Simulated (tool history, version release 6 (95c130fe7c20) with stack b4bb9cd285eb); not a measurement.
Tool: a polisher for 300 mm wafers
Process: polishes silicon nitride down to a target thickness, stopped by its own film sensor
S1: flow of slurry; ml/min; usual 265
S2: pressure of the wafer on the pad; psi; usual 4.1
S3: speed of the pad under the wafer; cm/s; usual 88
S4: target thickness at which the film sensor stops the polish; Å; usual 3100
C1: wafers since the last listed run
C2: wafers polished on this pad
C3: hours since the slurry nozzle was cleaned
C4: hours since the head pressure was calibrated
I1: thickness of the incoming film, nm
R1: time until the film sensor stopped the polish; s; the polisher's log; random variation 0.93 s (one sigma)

{"run": 1, "hour": 0.0, "S1": 265, "S2": 4.1, "S3": 88, "S4": 3100, "C1": 0, "C2": 336, "C3": 136.0, "C4": 489.4, "I1": 463.3, "R1": 109.4}
{"run": 2, "hour": 31.2, "S1": 265, "S2": 3.7, "S3": 88, "S4": 3100, "C1": 228, "C2": 564, "C3": 167.2, "C4": 520.6, "I1": 474.9, "R1": 128.5}
{"hour": 64.1, "done": "head pressure recalibrated"}
{"run": 3, "hour": 83.6, "S1": 265, "S2": 3.7, "S3": 88, "S4": 3100, "C1": 368, "C2": 933, "C3": 219.6, "C4": 19.5, "I1": 466.3, "R1": 122.1}
{"run": 4, "hour": 116.4, "S1": 265, "S2": 4.1, "S3": 88, "S4": 3340, "C1": 239, "C2": 1173, "C3": 252.4, "C4": 52.3, "I1": 473.3, "R1": 101.2}
{"run": 5, "hour": 182.2, "S1": 265, "S2": 4.1, "S3": 88, "S4": 3340, "C1": 481, "C2": 1654, "C3": 318.2, "C4": 118.1, "I1": 465.1, "R1": 96.2}
{"hour": 283.8, "done": "slurry nozzle cleaned"}
{"hour": 365.9, "done": "worn pad replaced by a new one"}
{"run": 6, "hour": 391.4, "S1": 265, "S2": 4.1, "S3": 88, "S4": 3340, "C1": 1493, "C2": 186, "C3": 107.6, "C4": 327.3, "I1": 464.7, "R1": 92.7}
{"run": 7, "hour": 440.1, "S1": 265, "S2": 4.7, "S3": 88, "S4": 3100, "C1": 356, "C2": 542, "C3": 156.3, "C4": 376.0, "I1": 468.3, "R1": 100.9}
{"run": 8, "hour": 475.3, "S1": 265, "S2": 4.7, "S3": 88, "S4": 3100, "C1": 257, "C2": 800, "C3": 191.5, "C4": 411.2, "I1": 464.9, "R1": 99.0}
{"run": 9, "hour": 501.9, "S1": 265, "S2": 4.7, "S3": 88, "S4": 3100, "C1": 194, "C2": 994, "C3": 218.1, "C4": 437.8, "I1": 467.8, "R1": 100.4}
{"run": 10, "hour": 542.5, "S1": 265, "S2": 4.1, "S3": 88, "S4": 3100, "C1": 296, "C2": 1291, "C3": 258.7, "C4": 478.4, "I1": 466.3, "R1": 113.0}
{"run": 11, "hour": 601.2, "S1": 265, "S2": 4.1, "S3": 88, "S4": 3100, "C1": 429, "C2": 1721, "C3": 317.4, "C4": 537.1, "I1": 473.0, "R1": 118.0}
{"run": 12, "hour": 642.7, "S1": 265, "S2": 4.1, "S3": 88, "S4": 3100, "C1": 303, "C2": 2024, "C3": 358.9, "C4": 578.6, "I1": 472.1, "R1": 118.3}
{"hour": 688.7, "done": "head pressure recalibrated"}
{"hour": 761.9, "done": "slurry nozzle cleaned"}
{"hour": 776.5, "done": "worn pad replaced by a new one"}
{"run": 13, "hour": 803.5, "S1": 265, "S2": 4.1, "S3": 96, "S4": 3100, "C1": 1124, "C2": 197, "C3": 41.6, "C4": 114.8, "I1": 465.4, "R1": 104.6}
{"run": 14, "hour": 837.8, "S1": 330, "S2": 3.3, "S3": 108, "S4": 2580, "C1": 250, "C2": 448, "C3": 75.9, "C4": 149.1, "I1": 477.5, "R1": 154.8}
{"run": 15, "hour": 906.8, "S1": 345, "S2": 4.1, "S3": 88, "S4": 2860, "C1": 504, "C2": 953, "C3": 144.9, "C4": 218.1, "I1": 471.3, "R1": 133.0}
{"run": 16, "hour": 978.0, "S1": 265, "S2": 4.1, "S3": 88, "S4": 2600, "C1": 520, "C2": 1474, "C3": 216.1, "C4": 289.3, "I1": 465.7, "R1": 150.7}
{"run": 17, "hour": 1010.6, "S1": 265, "S2": 3.7, "S3": 104, "S4": 2720, "C1": 238, "C2": 1712, "C3": 248.7, "C4": 321.9, "I1": 468.9, "R1": 135.8}
{"run": 18, "hour": 1078.0, "S1": 195, "S2": 4.1, "S3": 78, "S4": 2560, "C1": 493, "C2": 2205, "C3": 316.1, "C4": 389.3, "I1": 459.1, "R1": 172.8}
{"run": 19, "hour": 1143.9, "S1": 265, "S2": 4.1, "S3": 88, "S4": 3100, "C1": 482, "C2": 2687, "C3": 382.0, "C4": 455.2, "I1": 467.6, "R1": 117.7}
{"run": 20, "hour": 1168.5, "S1": 265, "S2": 3.0, "S3": 106, "S4": 2550, "C1": 179, "C2": 2867, "C3": 406.6, "C4": 479.8, "I1": 467.7, "R1": 178.1}
{"run": 21, "hour": 1234.3, "S1": 305, "S2": 4.8, "S3": 88, "S4": 2850, "C1": 481, "C2": 3348, "C3": 472.4, "C4": 545.6, "I1": 476.1, "R1": 126.7}
{"hour": 1254.6, "done": "slurry nozzle cleaned"}
{"run": 22, "hour": 1266.5, "S1": 265, "S2": 4.1, "S3": 70, "S4": 3310, "C1": 228, "C2": 3576, "C3": 11.9, "C4": 577.8, "I1": 459.8, "R1": 123.3}
{"hour": 1292.4, "done": "worn pad replaced by a new one"}
{"run": 23, "hour": 1301.9, "S1": 195, "S2": 4.1, "S3": 88, "S4": 3100, "C1": 229, "C2": 69, "C3": 47.3, "C4": 613.2, "I1": 459.0, "R1": 112.8}
{"hour": 1305.2, "done": "head pressure recalibrated"}
{"run": 24, "hour": 1481.5, "S1": 265, "S2": 4.1, "S3": 88, "S4": 3100, "C1": 1299, "C2": 1368, "C3": 226.9, "C4": 176.3, "I1": 467.2, "R1": 114.1}
{"run": 25, "hour": 1533.2, "S1": 325, "S2": 4.1, "S3": 102, "S4": 3100, "C1": 378, "C2": 1746, "C3": 278.6, "C4": 228.0, "I1": 471.1, "R1": 101.9}
{"run": 26, "hour": 1572.1, "S1": 265, "S2": 4.1, "S3": 88, "S4": 3100, "C1": 284, "C2": 2031, "C3": 317.5, "C4": 266.9, "I1": 466.2, "R1": 113.6}
{"run": 27, "hour": 1612.5, "S1": 265, "S2": 4.1, "S3": 88, "S4": 3100, "C1": 295, "C2": 2326, "C3": 357.9, "C4": 307.3, "I1": 474.4, "R1": 121.8}
{"run": 28, "hour": 1658.1, "S1": 325, "S2": 4.1, "S3": 88, "S4": 3560, "C1": 333, "C2": 2660, "C3": 403.5, "C4": 352.9, "I1": 471.9, "R1": 85.3}
{"run": 29, "hour": 1704.6, "S1": 175, "S2": 4.5, "S3": 102, "S4": 2920, "C1": 340, "C2": 3000, "C3": 450.0, "C4": 399.4, "I1": 470.1, "R1": 117.7}
{"run": 30, "hour": 1730.9, "S1": 330, "S2": 4.1, "S3": 72, "S4": 3100, "C1": 192, "C2": 3192, "C3": 476.3, "C4": 425.7, "I1": 470.9, "R1": 141.9}
{"hour": 1737.3, "done": "slurry nozzle cleaned"}
{"run": 31, "hour": 1801.1, "S1": 265, "S2": 4.1, "S3": 70, "S4": 3310, "C1": 506, "C2": 3699, "C3": 63.8, "C4": 495.9, "I1": 468.2, "R1": 129.2}
{"hour": 1804.7, "done": "head pressure recalibrated"}
{"hour": 1824.4, "done": "worn pad replaced by a new one"}
{"run": 32, "hour": 1831.2, "S1": 265, "S2": 4.1, "S3": 88, "S4": 3100, "C1": 176, "C2": 49, "C3": 93.9, "C4": 26.5, "I1": 465.2, "R1": 108.8}
{"run": 33, "hour": 1888.9, "S1": 265, "S2": 4.1, "S3": 88, "S4": 3100, "C1": 422, "C2": 471, "C3": 151.6, "C4": 84.2, "I1": 469.7, "R1": 113.0}
{"run": 34, "hour": 1938.6, "S1": 265, "S2": 4.1, "S3": 88, "S4": 3310, "C1": 363, "C2": 835, "C3": 201.3, "C4": 133.9, "I1": 470.4, "R1": 98.7}
{"run": 35, "hour": 1983.7, "S1": 265, "S2": 3.1, "S3": 88, "S4": 3100, "C1": 329, "C2": 1165, "C3": 246.4, "C4": 179.0, "I1": 463.9, "R1": 135.6}

The same runs without the tool's hidden state, with the same run-to-run variation:
The hidden state here: removal rate lost through wear of the pad, %; slurry flow missing at the pad, %; deviation of the head's pressure from its setpoint, %.
run=1 R1=107.7
run=2 R1=126.2
run=3 R1=119.5
run=4 R1=98.6
run=5 R1=92.9
run=6 R1=92.4
run=7 R1=100.4
run=8 R1=98.3
run=9 R1=99.4
run=10 R1=111.4
run=11 R1=115.3
run=12 R1=114.7
run=13 R1=102.9
run=14 R1=152.3
run=15 R1=130.1
run=16 R1=146.2
run=17 R1=131.0
run=18 R1=164.5
run=19 R1=110.2
run=20 R1=165.5
run=21 R1=115.2
run=22 R1=110.7
run=23 R1=111.6
run=24 R1=111.4
run=25 R1=98.7
run=26 R1=109.2
run=27 R1=116.0
run=28 R1=80.2
run=29 R1=109.3
run=30 R1=130.5
run=31 R1=115.8
run=32 R1=108.6
run=33 R1=112.7
run=34 R1=98.1
run=35 R1=134.2

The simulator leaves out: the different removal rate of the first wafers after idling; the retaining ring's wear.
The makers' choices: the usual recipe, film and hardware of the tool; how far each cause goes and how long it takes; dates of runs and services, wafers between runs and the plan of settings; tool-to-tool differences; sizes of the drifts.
